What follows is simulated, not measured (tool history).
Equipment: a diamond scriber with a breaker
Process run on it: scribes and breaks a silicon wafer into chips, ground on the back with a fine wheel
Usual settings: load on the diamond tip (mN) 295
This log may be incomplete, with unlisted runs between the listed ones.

run   hour  load on the diamond tip (mN)  incoming depth of the damage left on the back of the incoming wafer, um  depth of the median crack under the scribed line (nm)  chips rejected at inspection after the break (%)
  1    0.0                           295                                                                     2.16                                                   9450                                              5.21
  2   28.5                           295                                                                     1.95                                                   9300                                              4.25
  3   61.2                           295                                                                     2.48                                                   9420                                              5.15
  4   97.9                           295                                                                     2.19                                                   9340                                              4.87
  5  117.6                           295                                                                     2.34                                                   9490                                              5.70
  6  140.5                           295                                                                     2.09                                                   9340                                              5.13
  7  213.4                           232                                                                     1.53                                                   8310                                             10.21
  8  246.9                           232                                                                     1.82                                                   8410                                              8.81
  9  277.2                           232                                                                     1.55                                                   8510                                              9.13
     307.5  -- load on the tip recalibrated
 10  311.6                           263                                                                     2.75                                                   8710                                              8.41
     333.7  -- diamond tip replaced by a new one
 11  346.1                           263                                                                     1.90                                                  10680                                              1.60
 12  362.9                           239                                                                     1.54                                                  10300                                              2.19
 13  396.3                           341                                                                     1.64                                                  11690                                              1.19
 14  447.9                           295                                                                     1.65                                                  11070                                              1.24
 15  472.5                           207                                                                     2.88                                                   9120                                              7.96
 16  490.8                           243                                                                     1.63                                                   9810                                              3.26
 17  507.5                           295                                                                     1.73                                                  10340                                              1.74
 18  520.1                           373                                                                     2.07                                                  11650                                              1.24
 19  540.1                           346                                                                     2.57                                                  10800                                              1.79
 20  570.4                           346                                                                     1.73                                                  11070                                              1.11
 21  602.2                           295                                                                     2.98                                                  10440                                              3.66
 22  632.4                           368                                                                     2.69                                                  11330                                              2.08
 23  660.0                           328                                                                     2.50                                                  10260                                              2.52
 24  674.7                           368                                                                     2.24                                                  11000                                              1.40
 25  710.7                           345                                                                     2.78                                                  10500                                              2.71

Forecast each of these 3 alternatives for the next run:
  A  711.3                           295                                                                     2.77                                                      ?                                                 ?
  B  711.3                           366                                                                     2.77                                                      ?                                                 ?
  C  711.3                           320                                                                     2.77                                                      ?                                                 ?

run  depth of the median crack under the scribed line (nm)  chips rejected at inspection after the break (%)
  A                                                   9800                                              4.24
  B                                                  10830                                              2.26
  C                                                  10170                                              3.29
Had the tool no hidden state, the same runs would have come out as:
run  depth of the median crack under the scribed line (nm)  chips rejected at inspection after the break (%)
  A                                                  11250                                              2.00
  B                                                  12430                                              2.59
  C                                                  11670                                              2.00
